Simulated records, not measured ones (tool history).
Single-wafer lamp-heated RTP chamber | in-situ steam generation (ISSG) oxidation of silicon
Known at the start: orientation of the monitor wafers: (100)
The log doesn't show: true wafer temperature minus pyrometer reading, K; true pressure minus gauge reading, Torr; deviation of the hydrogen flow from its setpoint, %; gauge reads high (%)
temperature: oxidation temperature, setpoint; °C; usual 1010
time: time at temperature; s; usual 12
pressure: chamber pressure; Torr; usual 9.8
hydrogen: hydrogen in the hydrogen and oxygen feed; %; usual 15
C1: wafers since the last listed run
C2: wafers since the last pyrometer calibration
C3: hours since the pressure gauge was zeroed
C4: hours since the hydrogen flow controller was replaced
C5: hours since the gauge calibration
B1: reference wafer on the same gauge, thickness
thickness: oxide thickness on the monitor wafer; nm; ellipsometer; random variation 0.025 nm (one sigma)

run 1 hour=0.0 | temperature=1010 time=12 pressure=9.8 hydrogen=15 | C1=0 C2=4817 C3=25.2 C4=4298.0 C5=728.8 | B1=3.888 | thickness=4.311
run 2 hour=21.4 | temperature=1003 time=12 pressure=9.8 hydrogen=20 | C1=224 C2=5041 C3=46.6 C4=4319.4 C5=750.2 | B1=3.879 | thickness=4.489
-- hour=30.1 pyrometer window cleaned and pyrometer calibrated
run 3 hour=40.0 | temperature=1015 time=12 pressure=9.8 hydrogen=15 | C1=111 C2=103 C3=65.2 C4=4338.0 C5=768.8 | B1=3.879 | thickness=4.301
run 4 hour=64.9 | temperature=1010 time=12 pressure=9.8 hydrogen=11 | C1=261 C2=364 C3=90.1 C4=4362.9 C5=793.7 | B1=3.873 | thickness=3.925
-- hour=72.8 gauge calibrated
run 5 hour=80.1 | temperature=1010 time=12 pressure=9.8 hydrogen=11 | C1=159 C2=524 C3=105.3 C4=4378.1 C5=7.3 | B1=3.876 | thickness=3.946
run 6 hour=98.9 | temperature=1010 time=12 pressure=9.8 hydrogen=11 | C1=197 C2=721 C3=124.1 C4=4396.9 C5=26.1 | B1=3.885 | thickness=4.007
run 7 hour=112.7 | temperature=1010 time=12 pressure=9.8 hydrogen=15 | C1=144 C2=866 C3=137.9 C4=4410.7 C5=39.9 | B1=3.879 | thickness=4.236
run 8 hour=141.0 | temperature=1010 time=12 pressure=9.8 hydrogen=15 | C1=296 C2=1162 C3=166.2 C4=4439.0 C5=68.2 | B1=3.890 | thickness=4.298
run 9 hour=153.5 | temperature=1010 time=12 pressure=9.8 hydrogen=15 | C1=131 C2=1294 C3=178.7 C4=4451.5 C5=80.7 | B1=3.883 | thickness=4.280
run 10 hour=183.2 | temperature=1010 time=12 pressure=9.0 hydrogen=15 | C1=311 C2=1605 C3=208.4 C4=4481.2 C5=110.4 | B1=3.889 | thickness=4.298
run 11 hour=208.2 | temperature=1010 time=12 pressure=9.8 hydrogen=19 | C1=262 C2=1867 C3=233.4 C4=4506.2 C5=135.4 | B1=3.873 | thickness=4.535
run 12 hour=227.6 | temperature=1010 time=12 pressure=9.8 hydrogen=15 | C1=203 C2=2071 C3=252.8 C4=4525.6 C5=154.8 | B1=3.873 | thickness=4.330
run 13 hour=244.6 | temperature=1010 time=12 pressure=9.8 hydrogen=23 | C1=178 C2=2249 C3=269.8 C4=4542.6 C5=171.8 | B1=3.878 | thickness=4.753
run 14 hour=274.7 | temperature=1022 time=9 pressure=9.8 hydrogen=11 | C1=315 C2=2565 C3=299.9 C4=4572.7 C5=201.9 | B1=3.881 | thickness=3.680
run 15 hour=298.7 | temperature=1010 time=12 pressure=9.8 hydrogen=15 | C1=251 C2=2816 C3=323.9 C4=4596.7 C5=225.9 | B1=3.882 | thickness=4.338
run 16 hour=323.8 | temperature=1010 time=10 pressure=9.8 hydrogen=11 | C1=263 C2=3080 C3=349.0 C4=4621.8 C5=251.0 | B1=3.875 | thickness=3.690
run 17 hour=350.9 | temperature=1010 time=12 pressure=9.4 hydrogen=15 | C1=284 C2=3364 C3=376.1 C4=4648.9 C5=278.1 | B1=3.878 | thickness=4.332
run 18 hour=384.0 | temperature=1010 time=16 pressure=9.8 hydrogen=24 | C1=347 C2=3711 C3=409.2 C4=4682.0 C5=311.2 | B1=3.888 | thickness=5.482
-- hour=428.6 pyrometer window cleaned and pyrometer calibrated
run 19 hour=470.0 | temperature=1001 time=12 pressure=9.8 hydrogen=15 | C1=818 C2=434 C3=495.2 C4=4768.0 C5=397.2 | B1=3.882 | thickness=4.124
run 20 hour=489.5 | temperature=1030 time=16 pressure=9.8 hydrogen=15 | C1=204 C2=639 C3=514.7 C4=4787.5 C5=416.7 | B1=3.875 | thickness=5.293
run 21 hour=515.5 | temperature=1010 time=17 pressure=9.4 hydrogen=12 | C1=272 C2=911 C3=540.7 C4=4813.5 C5=442.7 | B1=3.881 | thickness=4.810
-- hour=530.9 hydrogen flow controller replaced
run 22 hour=531.4 | temperature=994 time=12 pressure=9.8 hydrogen=15 | C1=82 C2=994 C3=556.6 C4=0.5 C5=458.6 | B1=3.884 | thickness=4.044
run 23 hour=560.7 | temperature=1010 time=12 pressure=9.8 hydrogen=20 | C1=307 C2=1301 C3=585.9 C4=29.8 C5=487.9 | B1=3.884 | thickness=4.574
run 24 hour=587.7 | temperature=1010 time=8 pressure=8.9 hydrogen=15 | C1=283 C2=1585 C3=612.9 C4=56.8 C5=514.9 | B1=3.886 | thickness=3.570
run 25 hour=659.7 | temperature=1010 time=15 pressure=10.2 hydrogen=15 | C1=755 C2=2340 C3=684.9 C4=128.8 C5=586.9 | B1=3.882 | thickness=4.714
run 26 hour=687.6 | temperature=1010 time=12 pressure=9.8 hydrogen=15 | C1=292 C2=2632 C3=712.8 C4=156.7 C5=614.8 | B1=3.886 | thickness=4.300
run 27 hour=720.3 | temperature=1024 time=12 pressure=10.2 hydrogen=22 | C1=342 C2=2975 C3=745.5 C4=189.4 C5=647.5 | B1=3.880 | thickness=4.981
-- hour=738.5 gauge calibrated
run 28 hour=754.5 | temperature=1010 time=12 pressure=9.8 hydrogen=15 | C1=358 C2=3334 C3=779.7 C4=223.6 C5=16.0 | B1=3.878 | thickness=4.310
run 29 hour=781.5 | temperature=1010 time=12 pressure=9.8 hydrogen=15 | C1=283 C2=3617 C3=806.7 C4=250.6 C5=43.0 | B1=3.880 | thickness=4.261
run 30 hour=802.0 | temperature=1025 time=8 pressure=9.8 hydrogen=19 | C1=214 C2=3832 C3=827.2 C4=271.1 C5=63.5 | B1=3.871 | thickness=4.015
run 31 hour=821.8 | temperature=1010 time=12 pressure=9.8 hydrogen=15 | C1=207 C2=4040 C3=847.0 C4=290.9 C5=83.3 | B1=3.884 | thickness=4.319
run 32 hour=852.8 | temperature=1010 time=12 pressure=9.8 hydrogen=15 | C1=325 C2=4365 C3=878.0 C4=321.9 C5=114.3 | B1=3.885 | thickness=4.323

3 ways to go on from here, each from the tool as it stands after run 32. What would each give?
run A hour=853.2 | temperature=1010 time=12 pressure=9.8 hydrogen=15 | C1=4 C2=4369 C3=878.4 C4=322.3 C5=114.7 | B1=? | thickness=?
run B hour=853.2 | temperature=991 time=12 pressure=9.8 hydrogen=21 | C1=4 C2=4369 C3=878.4 C4=322.3 C5=114.7 | B1=? | thickness=?
run C hour=853.2 | temperature=1010 time=12 pressure=9.8 hydrogen=24 | C1=4 C2=4369 C3=878.4 C4=322.3 C5=114.7 | B1=? | thickness=?

run=A B1=3.883 thickness=4.269
run=B B1=3.883 thickness=4.300
run=C B1=3.883 thickness=4.754
Without the tool's hidden state the same runs would have given:
run=A thickness=4.160
run=B thickness=4.204
run=C thickness=4.633
